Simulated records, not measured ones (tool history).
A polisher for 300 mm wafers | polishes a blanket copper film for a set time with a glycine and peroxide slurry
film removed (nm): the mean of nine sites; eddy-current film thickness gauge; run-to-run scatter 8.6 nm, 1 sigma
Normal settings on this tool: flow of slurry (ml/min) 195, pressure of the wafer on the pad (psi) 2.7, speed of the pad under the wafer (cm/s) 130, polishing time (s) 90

| run | hour | flow of slurry (ml/min) | pressure of the wafer on the pad (psi) | speed of the pad under the wafer (cm/s) | polishing time (s) | incoming thickness of the incoming film, nm | film removed (nm) |
|---|---|---|---|---|---|---|---|
| 1 | 0 | 195 | 2.7 | 130 | 90 | 1725.2 | 621.6 |
| 2 | 46.1 | 195 | 2.7 | 130 | 90 | 1739.9 | 612.5 |
| 3 | 87.2 | 195 | 2.7 | 130 | 90 | 1733.2 | 628.5 |
| 4 | 161.4 | 195 | 2.7 | 130 | 90 | 1721.2 | 613.9 |
|  | 181.6 | worn pad replaced by a new one |
|  | 208.5 | slurry nozzle cleaned |
| 5 | 232.9 | 195 | 2.7 | 130 | 90 | 1716.5 | 610.7 |
| 6 | 331.9 | 195 | 2.7 | 130 | 90 | 1724.1 | 607.2 |
| 7 | 379.1 | 195 | 2.7 | 130 | 90 | 1738.3 | 620.5 |
| 8 | 447.5 | 195 | 2.7 | 130 | 90 | 1723 | 619.8 |
|  | 463.6 | worn pad replaced by a new one |
| 9 | 527.1 | 195 | 2.7 | 130 | 90 | 1753.7 | 620.6 |
| 10 | 633.2 | 195 | 2.7 | 156 | 106 | 1746.2 | 858 |
| 11 | 673.5 | 195 | 2.7 | 92 | 90 | 1743.3 | 454.7 |
|  | 681.5 | slurry nozzle cleaned |
|  | 684.8 | worn pad replaced by a new one |
|  | 699.7 | head pressure recalibrated |
| 12 | 749.6 | 195 | 2.7 | 130 | 90 | 1735 | 604.5 |
| 13 | 837 | 225 | 2.1 | 130 | 90 | 1719.7 | 509.7 |
| 14 | 902.5 | 195 | 3.3 | 130 | 72 | 1694.7 | 579.4 |
|  | 944.4 | worn pad replaced by a new one |
| 15 | 992.4 | 260 | 2.2 | 102 | 73 | 1706.1 | 365 |
| 16 | 1090.1 | 195 | 2.7 | 130 | 90 | 1706.4 | 617.4 |
| 17 | 1180.5 | 195 | 3.3 | 130 | 72 | 1721.9 | 597.1 |
|  | 1229 | worn pad replaced by a new one |
|  | 1238.5 | slurry nozzle cleaned |
| 18 | 1239 | 195 | 2.3 | 86 | 106 | 1740.9 | 460.4 |

5 options for the next run, each taken on its own from the tool as it stands now. Forecast them:
| A | 1239.5 | 195 | 2.7 | 130 | 66 | 1741.5 | ? |
| B | 1239.5 | 195 | 2.7 | 130 | 113 | 1741.5 | ? |
| C | 1239.5 | 255 | 3.6 | 130 | 90 | 1741.5 | ? |
| D | 1239.5 | 245 | 3 | 148 | 69 | 1741.5 | ? |
| E | 1239.5 | 195 | 1.8 | 130 | 116 | 1741.5 | ? |

| run | film removed (nm) |
|---|---|
| A | 461.7 |
| B | 790.5 |
| C | 830 |
| D | 605.2 |
| E | 580 |
The same runs, with their run-to-run variation unchanged, on a tool lacking any hidden condition would have given:
| run | film removed (nm) |
|---|---|
| A | 461.7 |
| B | 790.5 |
| C | 830 |
| D | 605.2 |
| E | 580 |
